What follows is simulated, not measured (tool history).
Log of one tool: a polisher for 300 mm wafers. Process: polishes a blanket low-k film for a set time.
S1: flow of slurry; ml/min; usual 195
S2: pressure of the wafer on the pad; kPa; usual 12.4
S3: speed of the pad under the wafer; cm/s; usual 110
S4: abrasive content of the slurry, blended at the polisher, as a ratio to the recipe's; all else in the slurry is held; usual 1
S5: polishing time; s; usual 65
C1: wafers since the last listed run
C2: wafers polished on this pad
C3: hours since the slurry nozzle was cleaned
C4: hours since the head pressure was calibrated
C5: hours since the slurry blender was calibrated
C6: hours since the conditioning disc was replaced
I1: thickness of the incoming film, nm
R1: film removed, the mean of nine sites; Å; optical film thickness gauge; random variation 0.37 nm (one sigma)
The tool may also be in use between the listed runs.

{"run": 1, "hour": 0.0, "S1": 195, "S2": 12.4, "S3": 110, "S4": 1, "S5": 65, "C1": 0, "C2": 5, "C3": 224.7, "C4": 74.1, "C5": 105.1, "C6": 153.9, "I1": 405.9, "R1": 224}
{"run": 2, "hour": 16.4, "S1": 195, "S2": 12.4, "S3": 110, "S4": 1, "S5": 65, "C1": 200, "C2": 205, "C3": 241.1, "C4": 90.5, "C5": 121.5, "C6": 170.3, "I1": 416.4, "R1": 220}
{"run": 3, "hour": 52.3, "S1": 195, "S2": 12.4, "S3": 110, "S4": 1, "S5": 65, "C1": 438, "C2": 644, "C3": 277, "C4": 126.4, "C5": 157.4, "C6": 206.2, "I1": 409.6, "R1": 214}
{"run": 4, "hour": 81.4, "S1": 195, "S2": 12.4, "S3": 110, "S4": 1, "S5": 65, "C1": 355, "C2": 999, "C3": 306.1, "C4": 155.5, "C5": 186.5, "C6": 235.3, "I1": 404.1, "R1": 210}
{"hour": 96.7, "done": "conditioning disc replaced and pad reconditioned"}
{"run": 5, "hour": 102.9, "S1": 195, "S2": 15.9, "S3": 110, "S4": 1, "S5": 49, "C1": 238, "C2": 1237, "C3": 327.6, "C4": 177, "C5": 208, "C6": 6.2, "I1": 407.5, "R1": 201}
{"hour": 107.8, "done": "slurry blender recalibrated"}
{"hour": 108.5, "done": "slurry nozzle cleaned"}
{"run": 6, "hour": 131.1, "S1": 195, "S2": 12.4, "S3": 110, "S4": 0.85, "S5": 51, "C1": 310, "C2": 1548, "C3": 22.6, "C4": 205.2, "C5": 23.3, "C6": 34.4, "I1": 410.6, "R1": 157}
{"run": 7, "hour": 160.7, "S1": 255, "S2": 12.4, "S3": 122, "S4": 1.15, "S5": 57, "C1": 361, "C2": 1909, "C3": 52.2, "C4": 234.8, "C5": 52.9, "C6": 64, "I1": 409.5, "R1": 233}
{"run": 8, "hour": 195.0, "S1": 195, "S2": 12.4, "S3": 110, "S4": 1, "S5": 65, "C1": 418, "C2": 2328, "C3": 86.5, "C4": 269.1, "C5": 87.2, "C6": 98.3, "I1": 411.8, "R1": 198}
{"hour": 209.6, "done": "worn pad replaced by a new one"}
{"run": 9, "hour": 211.3, "S1": 165, "S2": 12.4, "S3": 134, "S4": 0.85, "S5": 83, "C1": 150, "C2": 21, "C3": 102.8, "C4": 285.4, "C5": 103.5, "C6": 114.6, "I1": 403, "R1": 284}
{"run": 10, "hour": 227.0, "S1": 195, "S2": 12.4, "S3": 144, "S4": 1, "S5": 45, "C1": 191, "C2": 212, "C3": 118.5, "C4": 301.1, "C5": 119.2, "C6": 130.3, "I1": 417.4, "R1": 187}
{"run": 11, "hour": 248.3, "S1": 260, "S2": 11, "S3": 110, "S4": 0.75, "S5": 65, "C1": 260, "C2": 472, "C3": 139.8, "C4": 322.4, "C5": 140.5, "C6": 151.6, "I1": 411.9, "R1": 152}
{"run": 12, "hour": 261.7, "S1": 195, "S2": 12.4, "S3": 110, "S4": 1, "S5": 87, "C1": 163, "C2": 636, "C3": 153.2, "C4": 335.8, "C5": 153.9, "C6": 165, "I1": 415.8, "R1": 294}
{"run": 13, "hour": 282.4, "S1": 195, "S2": 12.4, "S3": 128, "S4": 1, "S5": 65, "C1": 252, "C2": 888, "C3": 173.9, "C4": 356.5, "C5": 174.6, "C6": 185.7, "I1": 410.7, "R1": 233}
{"run": 14, "hour": 305.4, "S1": 240, "S2": 15.9, "S3": 110, "S4": 1.15, "S5": 84, "C1": 280, "C2": 1169, "C3": 196.9, "C4": 379.5, "C5": 197.6, "C6": 208.7, "I1": 411, "R1": 387}
{"run": 15, "hour": 328.0, "S1": 195, "S2": 12.4, "S3": 80, "S4": 1, "S5": 65, "C1": 275, "C2": 1445, "C3": 219.5, "C4": 402.1, "C5": 220.2, "C6": 231.3, "I1": 405.7, "R1": 156}
{"hour": 349.5, "done": "conditioning disc replaced and pad reconditioned"}
{"run": 16, "hour": 358.4, "S1": 195, "S2": 10.3, "S3": 110, "S4": 1, "S5": 84, "C1": 346, "C2": 1792, "C3": 249.9, "C4": 432.5, "C5": 250.6, "C6": 8.9, "I1": 415.4, "R1": 212}
{"hour": 362.6, "done": "slurry blender recalibrated"}
{"run": 17, "hour": 373.5, "S1": 195, "S2": 10.3, "S3": 122, "S4": 1.2, "S5": 65, "C1": 159, "C2": 1952, "C3": 265, "C4": 447.6, "C5": 10.9, "C6": 24, "I1": 411.2, "R1": 238}
{"run": 18, "hour": 387.3, "S1": 135, "S2": 15.9, "S3": 130, "S4": 1, "S5": 79, "C1": 168, "C2": 2120, "C3": 278.8, "C4": 461.4, "C5": 24.7, "C6": 37.8, "I1": 411.1, "R1": 377}
{"run": 19, "hour": 415.5, "S1": 195, "S2": 12.4, "S3": 110, "S4": 1, "S5": 65, "C1": 344, "C2": 2465, "C3": 307, "C4": 489.6, "C5": 52.9, "C6": 66, "I1": 414.8, "R1": 217}
{"hour": 421.5, "done": "slurry nozzle cleaned"}
{"run": 20, "hour": 448.4, "S1": 195, "S2": 14.5, "S3": 110, "S4": 1, "S5": 65, "C1": 389, "C2": 2854, "C3": 26.9, "C4": 522.5, "C5": 85.8, "C6": 98.9, "I1": 410.2, "R1": 226}
{"hour": 461.0, "done": "worn pad replaced by a new one"}
{"run": 21, "hour": 472.2, "S1": 195, "S2": 12.4, "S3": 110, "S4": 1.3, "S5": 65, "C1": 241, "C2": 137, "C3": 50.7, "C4": 546.3, "C5": 109.6, "C6": 122.7, "I1": 407.3, "R1": 270}
{"run": 22, "hour": 501.0, "S1": 245, "S2": 12.4, "S3": 98, "S4": 1, "S5": 65, "C1": 351, "C2": 488, "C3": 79.5, "C4": 575.1, "C5": 138.4, "C6": 151.5, "I1": 415.1, "R1": 205}

Forecast run 23:
{"run": 23, "hour": 532.7, "S1": 195, "S2": 12.4, "S3": 76, "S4": 1, "S5": 75, "C1": 386, "C2": 875, "C3": 111.2, "C4": 606.8, "C5": 170.1, "C6": 183.2, "I1": 411.2, "R1": "?"}

Run 23 gave R1 181 Å.
Without the tool's hidden state the same run would have given R1 225 Å.

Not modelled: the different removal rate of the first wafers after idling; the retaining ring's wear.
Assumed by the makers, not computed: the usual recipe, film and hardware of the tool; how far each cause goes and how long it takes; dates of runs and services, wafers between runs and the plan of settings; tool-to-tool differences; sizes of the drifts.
